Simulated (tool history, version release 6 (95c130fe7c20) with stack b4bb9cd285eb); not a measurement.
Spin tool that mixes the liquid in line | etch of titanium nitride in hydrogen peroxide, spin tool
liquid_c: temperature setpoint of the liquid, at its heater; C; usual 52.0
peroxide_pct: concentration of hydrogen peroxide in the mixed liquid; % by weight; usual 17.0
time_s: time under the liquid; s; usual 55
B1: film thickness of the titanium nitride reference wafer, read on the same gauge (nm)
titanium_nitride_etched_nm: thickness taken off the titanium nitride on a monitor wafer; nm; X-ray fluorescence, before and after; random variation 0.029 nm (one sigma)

Run 1, hour 0.0: usual settings but peroxide_pct 20.5 % by weight; B1 150.044. Result: titanium_nitride_etched_nm 4.260 nm.
Run 2, hour 54.2: usual settings but peroxide_pct 20.5 % by weight; B1 150.019. Result: titanium_nitride_etched_nm 4.183 nm.
Run 3, hour 115.6: usual settings but peroxide_pct 20.0 % by weight; B1 150.001. Result: titanium_nitride_etched_nm 4.221 nm.
Run 4, hour 204.5: usual settings but peroxide_pct 20.0 % by weight; B1 150.036. Result: titanium_nitride_etched_nm 4.200 nm.
Run 5, hour 308.5: usual settings but peroxide_pct 20.0 % by weight; B1 150.000. Result: titanium_nitride_etched_nm 4.270 nm.
Run 6, hour 364.7: usual settings but peroxide_pct 15.5 % by weight; B1 150.044. Result: titanium_nitride_etched_nm 4.010 nm.
Run 7, hour 419.7: usual settings but peroxide_pct 15.5 % by weight; B1 149.988. Result: titanium_nitride_etched_nm 3.991 nm.
At hour 431.5: thermometer replaced.
At hour 467.6: gauge calibrated.
Run 8, hour 526.4: usual settings but time_s 75 s; B1 150.009. Result: titanium_nitride_etched_nm 4.853 nm.
At hour 609.3: heated supply line repaired.
Run 9, hour 634.1: usual settings but time_s 75 s; B1 150.015. Result: titanium_nitride_etched_nm 5.179 nm.
Run 10, hour 786.4: usual settings but time_s 75 s; B1 150.021. Result: titanium_nitride_etched_nm 5.215 nm.
Run 11, hour 826.9: usual settings but liquid_c 57.0 C; B1 149.964. Result: titanium_nitride_etched_nm 5.391 nm.
Run 12, hour 885.3: usual settings; B1 150.001. Result: titanium_nitride_etched_nm 3.767 nm.
At hour 917.2: peroxide flow meter replaced.
Run 13, hour 937.1: usual settings but liquid_c 54.5 C, peroxide_pct 14.5 % by weight, time_s 65 s; B1 149.988. Result: titanium_nitride_etched_nm 5.160 nm.
Run 14, hour 1023.0: usual settings but liquid_c 58.0 C, peroxide_pct 19.5 % by weight, time_s 90 s; B1 149.995. Result: titanium_nitride_etched_nm 9.932 nm.
At hour 1094.1: new drum of peroxide connected.
Run 15, hour 1109.0: usual settings but peroxide_pct 15.0 % by weight, time_s 30 s; B1 150.017. Result: titanium_nitride_etched_nm 2.037 nm.
Run 16, hour 1165.5: usual settings but liquid_c 43.5 C, time_s 80 s; B1 150.018. Result: titanium_nitride_etched_nm 3.005 nm.
Run 17, hour 1220.5: usual settings but liquid_c 56.5 C, peroxide_pct 14.0 % by weight; B1 150.007. Result: titanium_nitride_etched_nm 5.074 nm.
Run 18, hour 1269.5: usual settings but time_s 45 s; B1 149.976. Result: titanium_nitride_etched_nm 3.196 nm.
Run 19, hour 1345.7: usual settings but liquid_c 54.5 C, peroxide_pct 14.5 % by weight, time_s 65 s; B1 150.053. Result: titanium_nitride_etched_nm 5.282 nm.
Run 20, hour 1397.5: usual settings but liquid_c 44.5 C; B1 150.004. Result: titanium_nitride_etched_nm 2.246 nm.

Forecast each of these 5 alternatives for the next run:
Run A, hour 1397.9: usual settings but peroxide_pct 21.0 % by weight; B1 ?. Result: titanium_nitride_etched_nm ?.
Run B, hour 1397.9: usual settings but peroxide_pct 12.5 % by weight, time_s 25 s; B1 ?. Result: titanium_nitride_etched_nm ?.
Run C, hour 1397.9: usual settings but liquid_c 44.0 C, peroxide_pct 22.0 % by weight, time_s 65 s; B1 ?. Result: titanium_nitride_etched_nm ?.
Run D, hour 1397.9: usual settings but liquid_c 56.0 C, peroxide_pct 14.5 % by weight, time_s 35 s; B1 ?. Result: titanium_nitride_etched_nm ?.
Run E, hour 1397.9: usual settings but peroxide_pct 15.0 % by weight; B1 ?. Result: titanium_nitride_etched_nm ?.

run       B1  titanium_nitride_etched_nm
  A  149.997                       4.061
  B  149.997                       1.654
  C  149.997                       2.705
  D  149.997                       3.165
  E  149.997                       3.781
Without the tool's hidden state the same runs would have given:
run  titanium_nitride_etched_nm
  A                       3.933
  B                       1.602
  C                       2.615
  D                       3.067
  E                       3.662
